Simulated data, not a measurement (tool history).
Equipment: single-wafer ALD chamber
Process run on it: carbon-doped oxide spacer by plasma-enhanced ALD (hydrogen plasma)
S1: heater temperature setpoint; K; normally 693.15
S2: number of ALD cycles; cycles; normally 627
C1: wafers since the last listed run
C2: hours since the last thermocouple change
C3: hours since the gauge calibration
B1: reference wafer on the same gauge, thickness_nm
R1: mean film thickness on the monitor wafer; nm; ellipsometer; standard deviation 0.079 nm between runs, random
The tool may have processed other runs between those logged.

run,hour,S1,S2,C1,C2,C3,B1,R1
1,0.0,693.15,627,0,2018.1,234.3,26.012,31.772
2,33.6,693.15,627,12,2051.7,267.9,25.999,31.787
3,103.0,693.15,627,25,2121.1,337.3,26.019,31.801
4,138.0,693.15,627,12,2156.1,372.3,26.005,31.746
5,153.3,693.15,627,5,2171.4,387.6,26.022,31.800
# hour 165.0: gauge calibrated
6,171.9,693.15,627,6,2190.0,6.9,25.996,31.709
7,192.1,693.15,627,7,2210.2,27.1,25.996,31.742
8,215.8,693.15,627,8,2233.9,50.8,25.996,31.863
9,246.3,693.15,627,11,2264.4,81.3,26.014,31.657
10,260.0,700.15,586,5,2278.1,95.0,26.021,28.958
# hour 271.2: thermocouple changed; heater temperature recalibrated
11,290.3,703.15,532,8,19.1,125.3,26.012,26.083
12,312.9,682.15,540,8,41.7,147.9,26.017,28.559
13,330.6,687.15,517,6,59.4,165.6,26.007,26.828
14,355.2,681.15,506,9,84.0,190.2,25.987,26.730
15,383.8,693.15,627,10,112.6,218.8,25.983,31.642
16,411.7,700.15,676,10,140.5,246.7,26.020,33.462
17,428.9,693.15,545,6,157.7,263.9,25.988,27.683
18,453.2,693.15,627,8,182.0,288.2,26.001,31.738

Take each entry between the runs: how does the hidden state at the last listed run before it differ from the hidden state at the first listed run after it?
Run 5 -> run 6: gauge calibrated (hour 165.0)
  no difference in the tool's unlogged condition between these two runs
Run 10 -> run 11: thermocouple changed; heater temperature recalibrated (hour 271.2)
  no difference in the tool's unlogged condition between these two runs

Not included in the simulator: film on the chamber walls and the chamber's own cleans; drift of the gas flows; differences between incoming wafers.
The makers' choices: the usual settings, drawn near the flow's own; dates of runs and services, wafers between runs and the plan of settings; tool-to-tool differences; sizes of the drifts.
